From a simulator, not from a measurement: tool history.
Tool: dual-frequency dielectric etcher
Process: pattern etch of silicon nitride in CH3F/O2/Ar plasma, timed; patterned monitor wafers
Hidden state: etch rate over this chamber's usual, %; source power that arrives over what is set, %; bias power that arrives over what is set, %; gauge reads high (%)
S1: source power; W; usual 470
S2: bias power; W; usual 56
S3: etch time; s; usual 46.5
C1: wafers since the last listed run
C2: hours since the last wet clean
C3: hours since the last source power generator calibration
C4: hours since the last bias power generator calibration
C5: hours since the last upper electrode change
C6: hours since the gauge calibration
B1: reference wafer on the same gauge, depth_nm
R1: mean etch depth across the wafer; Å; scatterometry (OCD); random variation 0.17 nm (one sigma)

run,hour,S1,S2,S3,C1,C2,C3,C4,C5,C6,B1,R1
1,0,430,56,46.5,0,510.1,4039,2174.2,3513.2,112.4,27.89,319.6
# hour 18.9: wet clean of the chamber
2,19.4,470,56,54.5,4,0.5,4058.4,2193.6,3532.6,131.8,27.9,381.3
3,64.7,470,51,46.5,415,45.8,4103.7,2238.9,3577.9,177.1,27.89,313.8
4,81.3,470,51,46.5,152,62.4,4120.3,2255.5,3594.5,193.7,27.94,317.2
5,116.8,470,51,46.5,325,97.9,4155.8,2291,3630,229.2,27.87,312.7
6,139.9,470,59,57.5,212,121,4178.9,2314.1,3653.1,252.3,27.85,413.4
7,187.9,470,59,57.5,440,169,4226.9,2362.1,3701.1,300.3,27.87,413.4
# hour 228.5: upper electrode replaced, of another model than before
8,229,470,56,54,156,210.1,4268,2403.2,0.5,341.4,27.93,380.4
9,246.5,470,56,54,160,227.6,4285.5,2420.7,18,358.9,27.9,385.2
10,267.8,470,66,46.5,195,248.9,4306.8,2442,39.3,380.2,27.95,342.8
11,285,470,66,46.5,157,266.1,4324,2459.2,56.5,397.4,27.87,347.7
12,309.2,470,66,46.5,222,290.3,4348.2,2483.4,80.7,421.6,27.87,344.3
13,333.7,470,49,46.5,224,314.8,4372.7,2507.9,105.2,446.1,27.88,324.3
# hour 359.7: gauge calibrated
14,368.6,570,52,37.5,320,349.7,4407.6,2542.8,140.1,8.9,27.9,288.1
15,395,470,56,46.5,242,376.1,4434,2569.2,166.5,35.3,27.88,336.4
16,420.4,390,56,40,233,401.5,4459.4,2594.6,191.9,60.7,27.93,269.6
# hour 432.6: bias power generator calibrated
# hour 455.5: wet clean of the chamber
17,456,520,52,52,79,0.5,4495,23.4,227.5,96.3,27.87,375
18,471.5,560,62,38,142,16,4510.5,38.9,243,111.8,27.9,293.4
# hour 476.9: source power generator calibrated
19,488.9,550,66,60,122,33.4,12,56.3,260.4,129.2,27.86,462.3
20,518.9,470,51,37.5,275,63.4,42,86.3,290.4,159.2,27.89,260
21,553,570,65,52.5,313,97.5,76.1,120.4,324.5,193.3,27.9,413.3
22,579,500,48,52,238,123.5,102.1,146.4,350.5,219.3,27.88,367.7
23,594,470,66,46.5,137,138.5,117.1,161.4,365.5,234.3,27.86,343.3
24,615.4,470,51,37.5,196,159.9,138.5,182.8,386.9,255.7,27.9,261.5

Some steps in R1 between neighbouring runs. How much of each would the tool show without its hidden state too (settings, what came in, random variation), and how much is left for the hidden state, with any gauge scatter that isn't in both results?
Run 1 -> 2: S1 430 -> 470, S3 46.5 -> 54.5, wet clean of the chamber. R1 +61.7 Å: hidden state -13.8, all else +75.5.
Run 16 -> 17: S1 390 -> 520, S2 56 -> 52, S3 40 -> 52, bias power generator calibrated, wet clean of the chamber. R1 +105.4 Å: hidden state -8.4, all else +113.8.
Run 18 -> 19: S1 560 -> 550, S2 62 -> 66, S3 38 -> 60, source power generator calibrated. R1 +168.9 Å: hidden state +1.7, all else +167.2.
Run 19 -> 20: S1 550 -> 470, S2 66 -> 51, S3 60 -> 37.5. R1 -202.3 Å: hidden state -0.7, all else -201.6.
